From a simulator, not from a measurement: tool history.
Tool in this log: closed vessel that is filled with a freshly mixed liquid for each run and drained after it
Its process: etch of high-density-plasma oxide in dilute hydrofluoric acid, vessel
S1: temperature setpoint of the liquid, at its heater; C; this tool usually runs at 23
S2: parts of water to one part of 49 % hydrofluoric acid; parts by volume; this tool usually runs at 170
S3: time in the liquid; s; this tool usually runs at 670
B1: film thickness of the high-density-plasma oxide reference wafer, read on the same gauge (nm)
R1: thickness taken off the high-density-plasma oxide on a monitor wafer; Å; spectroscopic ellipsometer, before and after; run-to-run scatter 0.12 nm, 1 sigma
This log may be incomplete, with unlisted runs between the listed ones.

run 1 hour=0 | S1=23 S2=170 S3=670 | B1=30 | R1=182.3
run 2 hour=32.1 | S1=23 S2=170 S3=670 | B1=30 | R1=182
run 3 hour=49.3 | S1=23 S2=170 S3=670 | B1=30 | R1=182.4
run 4 hour=69.8 | S1=23 S2=170 S3=670 | B1=30.01 | R1=182.8
run 5 hour=90.4 | S1=23 S2=170 S3=670 | B1=30.01 | R1=181.5
run 6 hour=119.5 | S1=23 S2=115 S3=550 | B1=30 | R1=235.8
run 7 hour=135.7 | S1=23 S2=170 S3=565 | B1=30.01 | R1=153.1
run 8 hour=227.3 | S1=23 S2=170 S3=565 | B1=30 | R1=153.2
-- hour=254 hydrofluoric acid flow meter replaced
run 9 hour=259.6 | S1=23 S2=170 S3=565 | B1=29.99 | R1=153.7
run 10 hour=285.9 | S1=23 S2=170 S3=670 | B1=29.99 | R1=183.6
run 11 hour=300.5 | S1=23 S2=170 S3=670 | B1=29.99 | R1=179.3
run 12 hour=331.6 | S1=20.5 S2=145 S3=950 | B1=29.98 | R1=279.7
run 13 hour=358.4 | S1=23 S2=170 S3=670 | B1=30 | R1=181
run 14 hour=389 | S1=21.5 S2=95 S3=565 | B1=30 | R1=277.9
run 15 hour=424.2 | S1=23 S2=170 S3=670 | B1=29.98 | R1=177.4
run 16 hour=456 | S1=23 S2=170 S3=545 | B1=30.01 | R1=146.6
-- hour=467.4 gauge calibrated
run 17 hour=476.9 | S1=23 S2=170 S3=670 | B1=29.99 | R1=179.6
run 18 hour=508.2 | S1=23 S2=170 S3=485 | B1=30 | R1=130.6
run 19 hour=527.6 | S1=23 S2=170 S3=670 | B1=30 | R1=178.5
run 20 hour=540.8 | S1=23 S2=170 S3=670 | B1=29.99 | R1=177.9
run 21 hour=556.8 | S1=23 S2=170 S3=415 | B1=30 | R1=110.9
run 22 hour=588.4 | S1=27.5 S2=90 S3=280 | B1=30.01 | R1=185.5
run 23 hour=613.6 | S1=25 S2=225 S3=770 | B1=29.99 | R1=158.4
-- hour=618 thermometer replaced
run 24 hour=672.9 | S1=26 S2=105 S3=670 | B1=30.01 | R1=372
run 25 hour=705.2 | S1=23 S2=215 S3=670 | B1=30.02 | R1=144.4
run 26 hour=719.5 | S1=23 S2=170 S3=960 | B1=30.01 | R1=274.4
run 27 hour=751.8 | S1=28 S2=240 S3=1000 | B1=29.99 | R1=225.6
run 28 hour=769.4 | S1=23 S2=170 S3=840 | B1=29.98 | R1=239.8
run 29 hour=844.1 | S1=26.5 S2=100 S3=455 | B1=30 | R1=272.7
run 30 hour=884.2 | S1=23 S2=170 S3=670 | B1=29.99 | R1=191
run 31 hour=906.8 | S1=23 S2=170 S3=540 | B1=30 | R1=154.3
run 32 hour=934.1 | S1=23 S2=95 S3=670 | B1=29.99 | R1=369.6
run 33 hour=957 | S1=23 S2=90 S3=670 | B1=30 | R1=390

List, for all runs, the conditions of the tool that the log does not record:
hydrofluoric acid flow below the setpoint (%): 0 in every run
gauge reads high (%): 0 in every run
H1: liquid colder than its thermometer reads (K)
run=1 H1=1.29
run=2 H1=1.33
run=3 H1=1.35
run=4 H1=1.37
run=5 H1=1.39
run=6 H1=1.42
run=7 H1=1.44
run=8 H1=1.54
run=9 H1=1.58
run=10 H1=1.61
run=11 H1=1.62
run=12 H1=1.66
run=13 H1=1.69
run=14 H1=1.72
run=15 H1=1.76
run=16 H1=1.8
run=17 H1=1.82
run=18 H1=1.85
run=19 H1=1.87
run=20 H1=1.89
run=21 H1=1.91
run=22 H1=1.94
run=23 H1=1.97
run=24 H1=0.193
run=25 H1=0.229
run=26 H1=0.245
run=27 H1=0.28
run=28 H1=0.3
run=29 H1=0.382
run=30 H1=0.427
run=31 H1=0.452
run=32 H1=0.482
run=33 H1=0.507
